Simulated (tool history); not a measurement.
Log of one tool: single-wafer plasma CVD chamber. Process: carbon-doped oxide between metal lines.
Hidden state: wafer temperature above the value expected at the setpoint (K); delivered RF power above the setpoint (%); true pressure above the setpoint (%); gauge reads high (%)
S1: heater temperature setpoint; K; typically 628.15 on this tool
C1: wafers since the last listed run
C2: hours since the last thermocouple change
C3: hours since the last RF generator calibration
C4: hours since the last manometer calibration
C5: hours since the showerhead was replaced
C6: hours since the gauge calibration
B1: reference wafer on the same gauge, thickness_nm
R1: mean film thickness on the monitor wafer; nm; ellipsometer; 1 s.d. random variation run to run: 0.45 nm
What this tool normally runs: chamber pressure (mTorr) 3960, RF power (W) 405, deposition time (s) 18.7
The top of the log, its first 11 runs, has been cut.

-- hour=314.3 RF generator calibrated
run 12 hour=316.6 | S1=628.15 chamber_pressure_(mTorr)=3080 RF_power_(W)=405 deposition_time_(s)=18.7 | C1=1551 C2=154.3 C3=2.3 C4=217.7 C5=4435.3 C6=608.4 | B1=91.912 | R1=84.615
run 13 hour=343.6 | S1=628.15 chamber_pressure_(mTorr)=3960 RF_power_(W)=405 deposition_time_(s)=18.7 | C1=494 C2=181.3 C3=29.3 C4=244.7 C5=4462.3 C6=635.4 | B1=91.896 | R1=85.335
-- hour=354.4 gauge calibrated
run 14 hour=361.3 | S1=635.15 chamber_pressure_(mTorr)=3960 RF_power_(W)=485 deposition_time_(s)=18.7 | C1=324 C2=199 C3=47 C4=262.4 C5=4480 C6=6.9 | B1=91.805 | R1=96.034
run 15 hour=381.7 | S1=628.15 chamber_pressure_(mTorr)=4670 RF_power_(W)=450 deposition_time_(s)=18.7 | C1=373 C2=219.4 C3=67.4 C4=282.8 C5=4500.4 C6=27.3 | B1=91.852 | R1=93.115
run 16 hour=396.6 | S1=634.15 chamber_pressure_(mTorr)=3960 RF_power_(W)=405 deposition_time_(s)=18.7 | C1=272 C2=234.3 C3=82.3 C4=297.7 C5=4515.3 C6=42.2 | B1=92.026 | R1=84.809
run 17 hour=417.1 | S1=640.15 chamber_pressure_(mTorr)=3050 RF_power_(W)=355 deposition_time_(s)=18.7 | C1=375 C2=254.8 C3=102.8 C4=318.2 C5=4535.8 C6=62.7 | B1=91.96 | R1=75.016
run 18 hour=457.7 | S1=628.15 chamber_pressure_(mTorr)=3960 RF_power_(W)=405 deposition_time_(s)=18.7 | C1=743 C2=295.4 C3=143.4 C4=358.8 C5=4576.4 C6=103.3 | B1=91.858 | R1=85.486
run 19 hour=475.7 | S1=628.15 chamber_pressure_(mTorr)=3960 RF_power_(W)=405 deposition_time_(s)=18.7 | C1=329 C2=313.4 C3=161.4 C4=376.8 C5=4594.4 C6=121.3 | B1=91.868 | R1=86.355
run 20 hour=506.6 | S1=638.15 chamber_pressure_(mTorr)=3570 RF_power_(W)=405 deposition_time_(s)=18.7 | C1=566 C2=344.3 C3=192.3 C4=407.7 C5=4625.3 C6=152.2 | B1=91.918 | R1=83.103
run 21 hour=540 | S1=636.15 chamber_pressure_(mTorr)=4310 RF_power_(W)=405 deposition_time_(s)=21.8 | C1=611 C2=377.7 C3=225.7 C4=441.1 C5=4658.7 C6=185.6 | B1=91.952 | R1=98.25
-- hour=549.2 showerhead replaced
run 22 hour=563.8 | S1=628.15 chamber_pressure_(mTorr)=3960 RF_power_(W)=430 deposition_time_(s)=18.7 | C1=289 C2=401.5 C3=249.5 C4=464.9 C5=14.6 C6=209.4 | B1=91.897 | R1=88.863
run 23 hour=577 | S1=628.15 chamber_pressure_(mTorr)=3960 RF_power_(W)=405 deposition_time_(s)=18.7 | C1=241 C2=414.7 C3=262.7 C4=478.1 C5=27.8 C6=222.6 | B1=91.923 | R1=85.993
run 24 hour=590 | S1=614.15 chamber_pressure_(mTorr)=3500 RF_power_(W)=385 deposition_time_(s)=16.6 | C1=238 C2=427.7 C3=275.7 C4=491.1 C5=40.8 C6=235.6 | B1=91.857 | R1=76.48
run 25 hour=614.4 | S1=620.15 chamber_pressure_(mTorr)=4680 RF_power_(W)=480 deposition_time_(s)=18.7 | C1=446 C2=452.1 C3=300.1 C4=515.5 C5=65.2 C6=260 | B1=91.955 | R1=99.147
run 26 hour=639.7 | S1=628.15 chamber_pressure_(mTorr)=3960 RF_power_(W)=405 deposition_time_(s)=15.4 | C1=463 C2=477.4 C3=325.4 C4=540.8 C5=90.5 C6=285.3 | B1=91.873 | R1=70.611
run 27 hour=717 | S1=621.15 chamber_pressure_(mTorr)=3960 RF_power_(W)=465 deposition_time_(s)=17.6 | C1=1416 C2=554.7 C3=402.7 C4=618.1 C5=167.8 C6=362.6 | B1=91.972 | R1=90.081
run 28 hour=739.7 | S1=628.15 chamber_pressure_(mTorr)=3080 RF_power_(W)=405 deposition_time_(s)=18.7 | C1=415 C2=577.4 C3=425.4 C4=640.8 C5=190.5 C6=385.3 | B1=91.933 | R1=83.464
run 29 hour=771.6 | S1=628.15 chamber_pressure_(mTorr)=3080 RF_power_(W)=405 deposition_time_(s)=18.7 | C1=584 C2=609.3 C3=457.3 C4=672.7 C5=222.4 C6=417.2 | B1=91.834 | R1=84.507
run 30 hour=803.8 | S1=628.15 chamber_pressure_(mTorr)=3440 RF_power_(W)=405 deposition_time_(s)=18.7 | C1=589 C2=641.5 C3=489.5 C4=704.9 C5=254.6 C6=449.4 | B1=92.007 | R1=85.197

Branching from run 30: 3 alternative next runs. What would each branch give?
run A hour=804.2 | S1=628.15 chamber_pressure_(mTorr)=3960 RF_power_(W)=440 deposition_time_(s)=18.7 | C1=7 C2=641.9 C3=489.9 C4=705.3 C5=255 C6=449.8 | B1=? | R1=?
run B hour=804.2 | S1=621.15 chamber_pressure_(mTorr)=4710 RF_power_(W)=380 deposition_time_(s)=16.6 | C1=7 C2=641.9 C3=489.9 C4=705.3 C5=255 C6=449.8 | B1=? | R1=?
run C hour=804.2 | S1=634.15 chamber_pressure_(mTorr)=3960 RF_power_(W)=325 deposition_time_(s)=18.7 | C1=7 C2=641.9 C3=489.9 C4=705.3 C5=255 C6=449.8 | B1=? | R1=?

run=A B1=91.899 R1=90.118
run=B B1=91.899 R1=74.932
run=C B1=91.899 R1=72.398
With no hidden state in the tool, these same runs would have given:
run=A R1=91.053
run=B R1=75.74
run=C R1=73.178
